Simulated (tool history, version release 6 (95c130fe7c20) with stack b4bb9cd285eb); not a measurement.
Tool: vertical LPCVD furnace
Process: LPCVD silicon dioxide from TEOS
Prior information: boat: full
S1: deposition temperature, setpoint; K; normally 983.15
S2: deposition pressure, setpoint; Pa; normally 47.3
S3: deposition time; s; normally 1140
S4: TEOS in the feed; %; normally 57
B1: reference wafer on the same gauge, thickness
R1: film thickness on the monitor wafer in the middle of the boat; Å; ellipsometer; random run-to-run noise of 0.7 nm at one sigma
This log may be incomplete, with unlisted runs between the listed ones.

run	hour	S1	S2	S3	S4	B1	R1
1	0.0	983.15	47.3	1140	50	162.24	1646.7
2	40.4	983.15	47.3	1140	50	162.11	1650.7
3	130.3	983.15	47.3	1140	50	161.46	1639.9
4	200.4	983.15	47.3	1140	57	161.12	1736.3
5	260.3	983.15	47.3	1140	57	160.67	1741.9
6	357.4	983.15	47.3	1140	57	159.93	1723.4
7	462.2	983.15	47.3	1140	57	159.21	1727.3
# hour 505.0: pressure gauge zeroed
8	511.1	983.15	47.3	1140	57	158.79	1718.8
# hour 556.3: gauge calibrated
9	575.7	983.15	47.3	1140	57	164.01	1772.3
10	674.4	983.15	47.3	1530	48	164.12	2192.4
11	771.5	983.15	41.3	1140	57	163.90	1655.6
12	858.4	983.15	47.3	1140	57	163.85	1783.6
# hour 920.3: TEOS flow controller replaced
# hour 966.3: thermocouples replaced and temperature profile calibrated
13	966.8	979.15	47.3	1140	65	163.53	1722.7
14	1057.2	983.15	47.3	1350	47	163.38	1901.4
15	1130.8	995.15	54.0	1380	64	162.96	3173.6
16	1209.7	983.15	50.7	1590	57	162.95	2546.3
17	1274.5	993.15	52.0	1140	62	162.55	2408.3

Each row is a separate what-if for the run after 17, all from the same tool condition, not one after another. Results?
A	1278.6	983.15	47.3	1140	57	?	?
B	1278.6	983.15	47.3	1140	67	?	?
C	1278.6	983.15	47.3	810	61	?	?
D	1278.6	973.15	47.3	1470	57	?	?

run	B1	R1
A	162.49	1772.5
B	162.49	1921.7
C	162.49	1302.9
D	162.49	1815.7
With no hidden state in the tool, these same runs would have given:
run	R1
A	1799.3
B	1950.8
C	1322.5
D	1843.1
